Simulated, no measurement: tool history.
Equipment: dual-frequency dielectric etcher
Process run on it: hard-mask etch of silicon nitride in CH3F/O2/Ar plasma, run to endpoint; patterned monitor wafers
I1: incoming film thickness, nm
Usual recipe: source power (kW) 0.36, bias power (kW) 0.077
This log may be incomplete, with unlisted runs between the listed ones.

Run 1, day 0: usual settings; I1 49.14. Result: endpoint time (s) 71.1.
Run 2, day 2.392: usual settings but bias power (kW) 0.082; I1 49.04. Result: endpoint time (s) 69.4.
Run 3, day 4.808: usual settings but bias power (kW) 0.082; I1 48.42. Result: endpoint time (s) 68.4.
Run 4, day 7.333: usual settings; I1 48.88. Result: endpoint time (s) 70.4.
Run 5, day 9.175: usual settings; I1 49.38. Result: endpoint time (s) 71.2.
Run 6, day 10.938: usual settings but source power (kW) 0.29; I1 48.16. Result: endpoint time (s) 73.8.
At day 11.121: source power generator calibrated.
At day 13.062: wet clean of the chamber.
Run 7, day 13.871: usual settings but source power (kW) 0.34, bias power (kW) 0.09; I1 48.64. Result: endpoint time (s) 70.1.
Run 8, day 15.708: usual settings but source power (kW) 0.34, bias power (kW) 0.09; I1 49.41. Result: endpoint time (s) 71.6.
Run 9, day 17.788: usual settings but bias power (kW) 0.07; I1 48.89. Result: endpoint time (s) 73.8.
At day 18.262: bias power generator calibrated.
Run 10, day 19.579: usual settings but bias power (kW) 0.07; I1 48.28. Result: endpoint time (s) 72.2.
Run 11, day 21.042: usual settings but source power (kW) 0.42; I1 48.76. Result: endpoint time (s) 68.8.
Run 12, day 22.154: usual settings; I1 48.79. Result: endpoint time (s) 71.1.
Run 13, day 24.579: usual settings but bias power (kW) 0.06; I1 48.74. Result: endpoint time (s) 75.
At day 26.054: upper electrode replaced.
Run 14, day 26.292: usual settings but source power (kW) 0.31, bias power (kW) 0.085; I1 48.85. Result: endpoint time (s) 71.6.
Run 15, day 27.958: usual settings but source power (kW) 0.32, bias power (kW) 0.066; I1 48.97. Result: endpoint time (s) 75.6.
Run 16, day 30.296: usual settings but source power (kW) 0.29, bias power (kW) 0.065; I1 48.62. Result: endpoint time (s) 77.6.
Run 17, day 32.846: usual settings but source power (kW) 0.32, bias power (kW) 0.072; I1 48.43. Result: endpoint time (s) 72.4.
At day 35.85: wet clean of the chamber.
Run 18, day 35.871: usual settings; I1 49.02. Result: endpoint time (s) 72.2.
Run 19, day 38.692: usual settings but bias power (kW) 0.086; I1 48.85. Result: endpoint time (s) 69.1.
Run 20, day 40.075: usual settings but source power (kW) 0.38; I1 48.38. Result: endpoint time (s) 69.7.
Run 21, day 41.754: usual settings but source power (kW) 0.43, bias power (kW) 0.061; I1 48.7. Result: endpoint time (s) 71.9.
Run 22, day 44.533: usual settings but source power (kW) 0.34, bias power (kW) 0.091; I1 48.47. Result: endpoint time (s) 68.6.
Run 23, day 47.317: usual settings but source power (kW) 0.32, bias power (kW) 0.093; I1 48.44. Result: endpoint time (s) 69.5.
Run 24, day 49.1: usual settings but source power (kW) 0.43, bias power (kW) 0.07; I1 48.53. Result: endpoint time (s) 67.9.
Run 25, day 51.133: usual settings; I1 48.57. Result: endpoint time (s) 69.9.
Run 26, day 52.7: usual settings; I1 48.16. Result: endpoint time (s) 68.8.
Run 27, day 53.946: usual settings but source power (kW) 0.3, bias power (kW) 0.072; I1 49.23. Result: endpoint time (s) 75.4.
At day 56.642: wet clean of the chamber.
Run 28, day 56.662: usual settings; I1 48.84. Result: endpoint time (s) 72.7.
Run 29, day 57.558: usual settings but bias power (kW) 0.059; I1 48.68. Result: endpoint time (s) 77.3.
Run 30, day 59.325: usual settings but source power (kW) 0.33; I1 48.73. Result: endpoint time (s) 73.9.
Run 31, day 61.029: usual settings; I1 49.25. Result: endpoint time (s) 72.9.
Run 32, day 63.083: usual settings but source power (kW) 0.39; I1 48.69. Result: endpoint time (s) 69.5.
Run 33, day 65.979: usual settings; I1 48.51. Result: endpoint time (s) 71.9.
Run 34, day 67.312: usual settings; I1 49.27. Result: endpoint time (s) 71.7.

Below are 5 alternative next runs, each starting from the tool's condition after run 34. Predict each:
Run A, day 67.329: usual settings; I1 48.99. Result: endpoint time (s) ?.
Run B, day 67.329: usual settings but source power (kW) 0.42, bias power (kW) 0.06; I1 48.99. Result: endpoint time (s) ?.
Run C, day 67.329: usual settings but bias power (kW) 0.068; I1 48.99. Result: endpoint time (s) ?.
Run D, day 67.329: usual settings but source power (kW) 0.29, bias power (kW) 0.082; I1 48.99. Result: endpoint time (s) ?.
Run E, day 67.329: usual settings but source power (kW) 0.27, bias power (kW) 0.096; I1 48.99. Result: endpoint time (s) ?.

run  endpoint time (s)
  A               71.8
  B               72.8
  C               74.1
  D               75.3
  E               73.5
Stripped of hidden state, with their random variation kept, the same runs would have yielded:
run  endpoint time (s)
  A                 73
  B                 74
  C               75.3
  D               76.5
  E               74.7
